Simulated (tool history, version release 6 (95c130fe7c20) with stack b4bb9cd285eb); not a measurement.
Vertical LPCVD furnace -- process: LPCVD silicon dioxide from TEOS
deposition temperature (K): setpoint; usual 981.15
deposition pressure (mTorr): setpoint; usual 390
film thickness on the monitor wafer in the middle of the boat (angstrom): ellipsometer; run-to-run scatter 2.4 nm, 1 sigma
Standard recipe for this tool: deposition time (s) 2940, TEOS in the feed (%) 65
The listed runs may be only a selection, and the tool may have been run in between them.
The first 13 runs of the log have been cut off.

run,day,deposition temperature (K),deposition pressure (mTorr),deposition time (s),TEOS in the feed (%),"read-back reference wafer on the same gauge, thickness",film thickness on the monitor wafer in the middle of the boat (angstrom)
14,7.254,981.15,325,2940,65,488.02,4589.4
15,7.542,981.15,390,2940,65,488.19,5033.3
16,8.238,981.15,390,2670,65,488.01,4529.5
17,8.742,981.15,390,2670,65,488.03,4546.6
18,9.308,981.15,340,2940,74,488.49,5003.4
# day 9.708: gauge calibrated
19,9.825,977.15,350,3840,73,488.12,6012.9
20,10.133,973.15,390,2010,77,488.25,3144.8
21,10.867,973.15,390,3420,65,487.9,4912.1

Run 22 is up next; what results do you expect?
22,11.538,976.15,435,3990,69,?,?

Logged for run 22: read-back reference wafer on the same gauge, thickness 487.92, film thickness on the monitor wafer in the middle of the boat (angstrom) 6718.4.
Were there no unlogged condition in the tool, this run, its random variation unchanged, would have produced film thickness on the monitor wafer in the middle of the boat (angstrom) 6491.4.
